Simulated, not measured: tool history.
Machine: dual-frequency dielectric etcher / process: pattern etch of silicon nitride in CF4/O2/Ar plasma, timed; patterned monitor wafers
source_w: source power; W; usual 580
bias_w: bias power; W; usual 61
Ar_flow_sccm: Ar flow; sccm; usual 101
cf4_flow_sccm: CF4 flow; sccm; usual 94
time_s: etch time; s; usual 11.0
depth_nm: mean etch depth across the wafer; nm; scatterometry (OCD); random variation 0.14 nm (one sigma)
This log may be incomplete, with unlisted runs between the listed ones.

| run | hour | source_w | bias_w | Ar_flow_sccm | cf4_flow_sccm | time_s | read-back reference wafer on the same gauge, depth_nm | depth_nm |
|---|---|---|---|---|---|---|---|---|
| 1 | 0.0 | 580 | 61 | 82 | 94 | 11.0 | 32.00 | 28.60 |
| 2 | 6.2 | 580 | 55 | 101 | 94 | 11.0 | 32.04 | 26.87 |
| 3 | 23.8 | 580 | 55 | 101 | 94 | 11.0 | 32.01 | 26.80 |
| 4 | 36.0 | 580 | 55 | 101 | 94 | 11.0 | 31.97 | 27.10 |
| 5 | 51.3 | 580 | 61 | 101 | 94 | 11.0 | 32.02 | 27.56 |
| 6 | 65.4 | 580 | 61 | 101 | 94 | 11.0 | 32.01 | 27.79 |
|  | 90.3 | upper electrode replaced |
| 7 | 90.8 | 580 | 61 | 101 | 94 | 11.0 | 31.98 | 27.46 |
| 8 | 91.2 | 580 | 61 | 101 | 109 | 11.0 | 31.97 | 28.04 |
| 9 | 106.5 | 580 | 61 | 101 | 94 | 11.0 | 31.97 | 27.56 |
|  | 116.4 | CF4 flow controller replaced |
| 10 | 120.7 | 670 | 67 | 101 | 83 | 11.0 | 32.04 | 31.84 |
|  | 153.3 | wet clean of the chamber |
|  | 156.3 | bias power generator calibrated |
|  | 156.6 | Ar flow controller replaced |
| 11 | 157.1 | 640 | 61 | 101 | 94 | 11.0 | 32.02 | 31.31 |
| 12 | 178.2 | 580 | 61 | 101 | 94 | 11.0 | 31.93 | 28.77 |
|  | 192.3 | source power generator calibrated |
| 13 | 192.8 | 490 | 61 | 101 | 108 | 11.0 | 32.01 | 24.73 |
| 14 | 196.5 | 580 | 61 | 101 | 94 | 11.0 | 32.02 | 28.69 |
|  | 199.2 | gauge calibrated |
| 15 | 208.2 | 580 | 68 | 120 | 94 | 11.0 | 31.96 | 28.76 |
| 16 | 219.3 | 580 | 61 | 121 | 106 | 13.0 | 32.02 | 33.28 |
| 17 | 236.2 | 580 | 61 | 121 | 106 | 13.0 | 32.03 | 33.34 |
| 18 | 243.1 | 680 | 61 | 123 | 86 | 12.0 | 32.02 | 34.79 |
| 19 | 250.5 | 580 | 68 | 113 | 94 | 11.0 | 31.98 | 28.94 |
| 20 | 266.3 | 480 | 48 | 101 | 110 | 13.0 | 31.94 | 26.65 |

Alternative continuations, all from the tool just after run 20; predict every row:
| A | 266.7 | 580 | 61 | 101 | 94 | 8.5 | ? | ? |
| B | 266.7 | 580 | 53 | 101 | 94 | 8.5 | ? | ? |
| C | 266.7 | 580 | 69 | 109 | 94 | 12.0 | ? | ? |
| D | 266.7 | 680 | 51 | 101 | 94 | 10.0 | ? | ? |
| E | 266.7 | 580 | 47 | 101 | 72 | 11.0 | ? | ? |

| run | read-back reference wafer on the same gauge, depth_nm | depth_nm |
|---|---|---|
| A | 31.99 | 21.85 |
| B | 31.99 | 21.03 |
| C | 31.99 | 31.64 |
| D | 31.99 | 28.55 |
| E | 31.99 | 25.44 |
Without the tool's unlogged condition, the same runs would have read:
| run | depth_nm |
|---|---|
| A | 22.07 |
| B | 21.24 |
| C | 31.96 |
| D | 28.84 |
| E | 25.69 |
